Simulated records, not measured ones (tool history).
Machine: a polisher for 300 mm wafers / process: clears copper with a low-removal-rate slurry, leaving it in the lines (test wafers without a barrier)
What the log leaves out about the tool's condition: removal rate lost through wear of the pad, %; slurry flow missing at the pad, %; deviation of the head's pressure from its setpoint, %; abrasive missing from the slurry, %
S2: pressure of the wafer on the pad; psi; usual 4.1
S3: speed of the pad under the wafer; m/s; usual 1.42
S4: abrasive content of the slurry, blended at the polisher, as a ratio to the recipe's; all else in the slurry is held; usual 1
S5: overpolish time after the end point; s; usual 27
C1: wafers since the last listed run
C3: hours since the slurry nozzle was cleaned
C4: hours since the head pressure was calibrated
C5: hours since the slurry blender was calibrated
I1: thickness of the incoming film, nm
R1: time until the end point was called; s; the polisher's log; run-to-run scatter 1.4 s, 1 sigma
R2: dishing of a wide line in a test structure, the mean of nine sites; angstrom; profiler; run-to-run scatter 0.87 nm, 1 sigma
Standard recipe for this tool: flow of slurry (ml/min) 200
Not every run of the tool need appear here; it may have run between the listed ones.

run 1 hour=0 | flow_of_slurry_(ml/min)=200 S2=4.1 S3=1.42 S4=1 S5=27 | C1=0 wafers_polished_on_this_pad=1048 C3=221.3 C4=570.9 C5=46.6 | I1=496.1 | R1=94.3 R2=487
run 2 hour=58.9 | flow_of_slurry_(ml/min)=200 S2=4.1 S3=1.42 S4=1 S5=27 | C1=339 wafers_polished_on_this_pad=1388 C3=280.2 C4=629.8 C5=105.5 | I1=491.2 | R1=92.9 R2=486
run 3 hour=112.5 | flow_of_slurry_(ml/min)=200 S2=4.1 S3=1.42 S4=1 S5=27 | C1=309 wafers_polished_on_this_pad=1697 C3=333.8 C4=683.4 C5=159.1 | I1=489.8 | R1=93.9 R2=474
run 4 hour=198.9 | flow_of_slurry_(ml/min)=165 S2=4.1 S3=1.42 S4=0.9 S5=27 | C1=498 wafers_polished_on_this_pad=2195 C3=420.2 C4=769.8 C5=245.5 | I1=495.7 | R1=99.7 R2=462
run 5 hour=373.4 | flow_of_slurry_(ml/min)=200 S2=5.4 S3=1.42 S4=1 S5=27 | C1=1005 wafers_polished_on_this_pad=3201 C3=594.7 C4=944.3 C5=420 | I1=489.7 | R1=72.7 R2=518
run 6 hour=429.4 | flow_of_slurry_(ml/min)=200 S2=4.1 S3=1.6 S4=1 S5=27 | C1=322 wafers_polished_on_this_pad=3523 C3=650.7 C4=1000.3 C5=476 | I1=488.7 | R1=83.2 R2=494
run 7 hour=495.5 | flow_of_slurry_(ml/min)=200 S2=4.1 S3=1.06 S4=1 S5=27 | C1=381 wafers_polished_on_this_pad=3905 C3=716.8 C4=1066.4 C5=542.1 | I1=483.9 | R1=128.9 R2=453
run 8 hour=539.2 | flow_of_slurry_(ml/min)=200 S2=4.1 S3=1.42 S4=1 S5=27 | C1=251 wafers_polished_on_this_pad=4156 C3=760.5 C4=1110.1 C5=585.8 | I1=498.1 | R1=96.9 R2=475
-- hour=581.5 slurry nozzle cleaned
run 9 hour=627.4 | flow_of_slurry_(ml/min)=220 S2=4.1 S3=1.22 S4=1 S5=40 | C1=502 wafers_polished_on_this_pad=4659 C3=45.9 C4=1198.3 C5=674 | I1=489.4 | R1=112.6 R2=489
-- hour=671.3 worn pad replaced by a new one
run 10 hour=694 | flow_of_slurry_(ml/min)=200 S2=4.1 S3=1.42 S4=1.15 S5=27 | C1=360 wafers_polished_on_this_pad=130 C3=112.5 C4=1264.9 C5=740.6 | I1=497.3 | R1=99.7 R2=495
-- hour=698.7 slurry blender recalibrated
run 11 hour=740.3 | flow_of_slurry_(ml/min)=200 S2=4.1 S3=1.42 S4=0.75 S5=27 | C1=255 wafers_polished_on_this_pad=385 C3=158.8 C4=1311.2 C5=41.6 | I1=483.4 | R1=95.2 R2=453
-- hour=758.7 head pressure recalibrated
run 12 hour=788.9 | flow_of_slurry_(ml/min)=200 S2=3.1 S3=1.42 S4=1 S5=27 | C1=268 wafers_polished_on_this_pad=654 C3=207.4 C4=30.2 C5=90.2 | I1=487.8 | R1=123.1 R2=427
run 13 hour=865.2 | flow_of_slurry_(ml/min)=200 S2=3.2 S3=1.42 S4=1 S5=12 | C1=439 wafers_polished_on_this_pad=1094 C3=283.7 C4=106.5 C5=166.5 | I1=487.2 | R1=119.9 R2=296
run 14 hour=953.3 | flow_of_slurry_(ml/min)=200 S2=2.8 S3=1.1 S4=1 S5=27 | C1=507 wafers_polished_on_this_pad=1602 C3=371.8 C4=194.6 C5=254.6 | I1=489.8 | R1=180.7 R2=371
run 15 hour=1045.7 | flow_of_slurry_(ml/min)=160 S2=4.1 S3=1.42 S4=1 S5=27 | C1=532 wafers_polished_on_this_pad=2135 C3=464.2 C4=287 C5=347 | I1=480.3 | R1=96.4 R2=469
run 16 hour=1134.4 | flow_of_slurry_(ml/min)=220 S2=4.1 S3=1.42 S4=1 S5=27 | C1=511 wafers_polished_on_this_pad=2646 C3=552.9 C4=375.7 C5=435.7 | I1=498.1 | R1=94.1 R2=483
run 17 hour=1196 | flow_of_slurry_(ml/min)=200 S2=4.1 S3=1.42 S4=1 S5=27 | C1=355 wafers_polished_on_this_pad=3001 C3=614.5 C4=437.3 C5=497.3 | I1=495.5 | R1=95.5 R2=484
run 18 hour=1297.9 | flow_of_slurry_(ml/min)=200 S2=4.1 S3=1.42 S4=1 S5=27 | C1=587 wafers_polished_on_this_pad=3589 C3=716.4 C4=539.2 C5=599.2 | I1=497.3 | R1=97.1 R2=470
-- hour=1356.5 slurry nozzle cleaned
run 19 hour=1391.4 | flow_of_slurry_(ml/min)=200 S2=4.1 S3=1.42 S4=1 S5=17 | C1=533 wafers_polished_on_this_pad=4122 C3=34.9 C4=632.7 C5=692.7 | I1=489.6 | R1=98.4 R2=395
-- hour=1415.2 slurry blender recalibrated
run 20 hour=1442.2 | flow_of_slurry_(ml/min)=200 S2=4.1 S3=1.72 S4=1 S5=41 | C1=281 wafers_polished_on_this_pad=4403 C3=85.7 C4=683.5 C5=27 | I1=487.4 | R1=74.7 R2=516
-- hour=1467.7 worn pad replaced by a new one
run 21 hour=1528.9 | flow_of_slurry_(ml/min)=155 S2=4.1 S3=1.42 S4=1 S5=27 | C1=476 wafers_polished_on_this_pad=353 C3=172.4 C4=770.2 C5=113.7 | I1=487.2 | R1=96.1 R2=460

Forecast run 22:
run 22 hour=1625.1 | flow_of_slurry_(ml/min)=235 S2=4.1 S3=1.42 S4=1 S5=27 | C1=554 wafers_polished_on_this_pad=907 C3=268.6 C4=866.4 C5=209.9 | I1=481.2 | R1=? R2=?

R1: 89.2 s
R2: 483 angstrom
Were there no unlogged condition in the tool, this run, its random variation unchanged, would have produced R1 87.4 s, R2 485 angstrom.

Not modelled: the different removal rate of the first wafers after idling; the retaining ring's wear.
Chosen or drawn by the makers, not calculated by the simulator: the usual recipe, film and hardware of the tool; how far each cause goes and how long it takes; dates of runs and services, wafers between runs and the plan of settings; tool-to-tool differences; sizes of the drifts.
